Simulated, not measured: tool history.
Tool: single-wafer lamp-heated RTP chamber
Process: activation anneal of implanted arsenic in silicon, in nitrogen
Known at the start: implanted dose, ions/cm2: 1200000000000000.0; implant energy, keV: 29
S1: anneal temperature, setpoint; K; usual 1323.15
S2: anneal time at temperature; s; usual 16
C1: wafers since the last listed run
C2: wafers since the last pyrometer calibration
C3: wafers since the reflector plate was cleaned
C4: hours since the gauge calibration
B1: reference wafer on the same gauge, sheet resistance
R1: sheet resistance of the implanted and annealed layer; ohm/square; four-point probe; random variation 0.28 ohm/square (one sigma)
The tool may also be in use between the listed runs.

run,hour,S1,S2,C1,C2,C3,C4,B1,R1
1,0,1323.15,24,0,373,694,293,105.94,110.71
2,34.9,1323.15,24,455,829,1149,327.9,105.99,110.32
3,82.3,1323.15,16,618,1448,1768,375.3,105.96,113.28
4,139.2,1323.15,16,742,2191,2511,432.2,106.01,112.69
# hour 184: pyrometer window cleaned and pyrometer calibrated
5,194.1,1323.15,16,612,131,3123,487.1,106.02,113.73
6,231.7,1323.15,16,490,622,3614,524.7,106.03,112.65
7,300.9,1323.15,16,903,1525,4517,593.9,106.02,112.92
8,346.6,1323.15,16,596,2122,5114,639.6,105.96,112.58
9,371,1299.15,16,318,2441,5432,664,106.01,116.55
# hour 404.5: reflector plate cleaned
# hour 410.8: pyrometer window cleaned and pyrometer calibrated
10,433.2,1299.15,16,625,292,292,726.2,106.04,117.99
11,462.6,1323.15,16,383,676,676,755.6,106.02,114.06
12,502.8,1323.15,16,524,1201,1201,795.8,106.03,113.56
13,570.3,1312.15,16,881,2082,2082,863.3,105.95,114.79
14,603.4,1323.15,16,432,2514,2514,896.4,105.97,112.48
# hour 617.5: pyrometer window cleaned and pyrometer calibrated
15,662.4,1344.15,11,665,586,3180,955.4,105.95,112.83
16,708.9,1296.15,8,607,1193,3787,1001.9,106.01,122.18
17,761.7,1323.15,22,689,1882,4476,1054.7,106.02,110.36
18,826.5,1308.15,23,845,2728,5322,1119.5,106.01,111.62
# hour 840.6: reflector plate cleaned
# hour 845: pyrometer window cleaned and pyrometer calibrated
# hour 845.2: gauge calibrated
19,868,1333.15,8,380,300,300,22.8,105.97,117.88
20,900.8,1323.15,11,428,728,728,55.6,106.02,116.08
21,960.4,1296.15,10,778,1506,1506,115.2,106.04,121.3
22,1002.9,1323.15,20,554,2061,2061,157.7,105.99,111.44
# hour 1060.2: pyrometer window cleaned and pyrometer calibrated
23,1072.8,1323.15,16,808,164,2869,227.6,106.07,114
24,1133.1,1332.15,16,787,951,3656,287.9,106,111.27

Forecast each of these 5 alternatives for the next run:
A,1133.5,1338.15,16,5,956,3661,288.3,?,?
B,1133.5,1300.15,11,5,956,3661,288.3,?,?
C,1133.5,1310.15,16,5,956,3661,288.3,?,?
D,1133.5,1295.15,19,5,956,3661,288.3,?,?
E,1133.5,1294.15,16,5,956,3661,288.3,?,?

run,B1,R1
A,105.97,110.79
B,105.97,119.83
C,105.97,115.61
D,105.97,116.85
E,105.97,118.23
Without the tool's hidden state the same runs would have given:
run,R1
A,111.8
B,120.75
C,116.57
D,117.79
E,119.13
